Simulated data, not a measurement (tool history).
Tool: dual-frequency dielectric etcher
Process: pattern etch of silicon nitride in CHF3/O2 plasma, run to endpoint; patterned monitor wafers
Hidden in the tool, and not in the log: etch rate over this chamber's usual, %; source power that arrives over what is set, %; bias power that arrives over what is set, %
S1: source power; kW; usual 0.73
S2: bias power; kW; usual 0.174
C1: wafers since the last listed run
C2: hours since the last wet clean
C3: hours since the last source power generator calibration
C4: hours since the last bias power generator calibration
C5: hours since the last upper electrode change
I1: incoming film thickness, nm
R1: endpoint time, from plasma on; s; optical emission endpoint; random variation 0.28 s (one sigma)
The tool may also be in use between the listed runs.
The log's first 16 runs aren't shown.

run	hour	S1	S2	C1	C2	C3	C4	C5	I1	R1
17	1362	0.73	0.174	319	271	2563.6	2523.1	4073.6	109.3	70.6
18	1404.4	0.65	0.139	374	313.4	2606	2565.5	4116	109.8	77.4
19	1467.5	0.84	0.189	557	376.5	2669.1	2628.6	4179.1	108.6	64.9
# hour 1628.3: bias power generator calibrated
20	1639.1	0.73	0.174	1480	548.1	2840.7	10.8	4350.7	109.5	69.2
# hour 1674.5: upper electrode replaced
# hour 1707.3: wet clean of the chamber
21	1960.8	0.84	0.174	2417	253.5	3162.4	332.5	286.3	110.4	68.1
22	2066.2	0.89	0.174	930	358.9	3267.8	437.9	391.7	110.4	66
23	2127.7	0.84	0.159	543	420.4	3329.3	499.4	453.2	109.5	67.7
# hour 2151.9: source power generator calibrated
24	2224.5	0.73	0.174	819	517.2	72.6	596.2	550	109.9	69
25	2380.6	0.68	0.188	1378	673.3	228.7	752.3	706.1	109.5	68.8

Forecast run 26:
# hour 2417.4: wet clean of the chamber
26	2645.3	0.68	0.146	2125	227.9	493.4	1017	970.8	110.1	?

R1: 74.8 s
Without the tool's hidden state the same run would have given R1 75.8 s.
